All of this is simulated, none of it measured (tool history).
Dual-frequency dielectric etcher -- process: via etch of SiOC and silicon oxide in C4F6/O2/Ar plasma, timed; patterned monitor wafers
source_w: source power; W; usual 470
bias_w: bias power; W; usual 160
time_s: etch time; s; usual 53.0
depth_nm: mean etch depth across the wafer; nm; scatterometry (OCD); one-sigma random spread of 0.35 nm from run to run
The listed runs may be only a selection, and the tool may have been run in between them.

run	hour	source_w	bias_w	time_s	wafers since the last listed run	hours since the last wet clean	hours since the last source power generator calibration	hours since the last bias power generator calibration	hours since the last upper electrode change	hours since the gauge calibration	read-back reference wafer on the same gauge, depth_nm	depth_nm
1	0.0	470	136	53.0	0	299.9	2584.0	2291.2	4139.0	361.4	55.9	55.6
# hour 57.5: wet clean of the chamber
2	102.6	470	136	53.0	816	45.1	2686.6	2393.8	4241.6	464.0	56.1	56.5
3	143.0	470	160	53.0	419	85.5	2727.0	2434.2	4282.0	504.4	56.2	58.1
4	236.0	470	160	53.0	966	178.5	2820.0	2527.2	4375.0	597.4	56.2	58.7
5	298.8	470	181	53.0	652	241.3	2882.8	2590.0	4437.8	660.2	56.3	61.4
6	480.9	470	181	53.0	1892	423.4	3064.9	2772.1	4619.9	842.3	56.4	60.3
# hour 505.9: wet clean of the chamber
7	569.8	470	181	53.0	674	63.9	3153.8	2861.0	4708.8	931.2	56.4	60.5
# hour 639.4: source power generator calibrated
# hour 653.6: upper electrode replaced
8	654.1	470	160	53.0	687	148.2	14.7	2945.3	0.5	1015.5	56.5	59.2
9	742.3	470	160	53.0	916	236.4	102.9	3033.5	88.7	1103.7	56.6	58.8
10	807.6	470	178	53.0	678	301.7	168.2	3098.8	154.0	1169.0	56.7	61.1
11	847.7	520	191	53.0	416	341.8	208.3	3138.9	194.1	1209.1	56.6	64.4
# hour 905.9: wet clean of the chamber
12	907.8	420	160	53.0	375	1.9	268.4	3199.0	254.2	1269.2	56.6	56.2
13	973.2	420	131	45.0	679	67.3	333.8	3264.4	319.6	1334.6	56.6	45.9
14	1048.6	550	179	59.0	783	142.7	409.2	3339.8	395.0	1410.0	56.7	71.4
15	1106.6	470	160	53.0	602	200.7	467.2	3397.8	453.0	1468.0	56.7	59.8
# hour 1172.0: bias power generator calibrated
# hour 1185.5: gauge calibrated
16	1194.1	470	160	64.5	867	288.2	554.7	22.1	540.5	8.6	55.3	69.6
17	1263.8	520	133	67.0	724	357.9	624.4	91.8	610.2	78.3	55.4	72.1
18	1301.6	470	160	53.0	392	395.7	662.2	129.6	648.0	116.1	55.6	57.8
# hour 1341.0: wet clean of the chamber
19	1341.5	470	160	53.0	165	0.5	702.1	169.5	687.9	156.0	55.7	58.6
20	1409.3	390	148	44.5	704	68.3	769.9	237.3	755.7	223.8	55.9	44.7
21	1498.6	470	131	53.0	928	157.6	859.2	326.6	845.0	313.1	55.9	55.3

List, for all runs, the conditions of the tool that the log does not record:
etch rate over this chamber's usual, %: 0 on each run
source power that arrives over what is set, %: 0 on each run
bias power that arrives over what is set, %: 0 on each run
H1: gauge reads high (%)
run	H1
1	1.66
2	1.94
3	2.04
4	2.24
5	2.36
6	2.64
7	2.75
8	2.84
9	2.92
10	2.97
11	3
12	3.04
13	3.08
14	3.12
15	3.15
16	0.482
17	0.845
18	1.03
19	1.2
20	1.48
21	1.79

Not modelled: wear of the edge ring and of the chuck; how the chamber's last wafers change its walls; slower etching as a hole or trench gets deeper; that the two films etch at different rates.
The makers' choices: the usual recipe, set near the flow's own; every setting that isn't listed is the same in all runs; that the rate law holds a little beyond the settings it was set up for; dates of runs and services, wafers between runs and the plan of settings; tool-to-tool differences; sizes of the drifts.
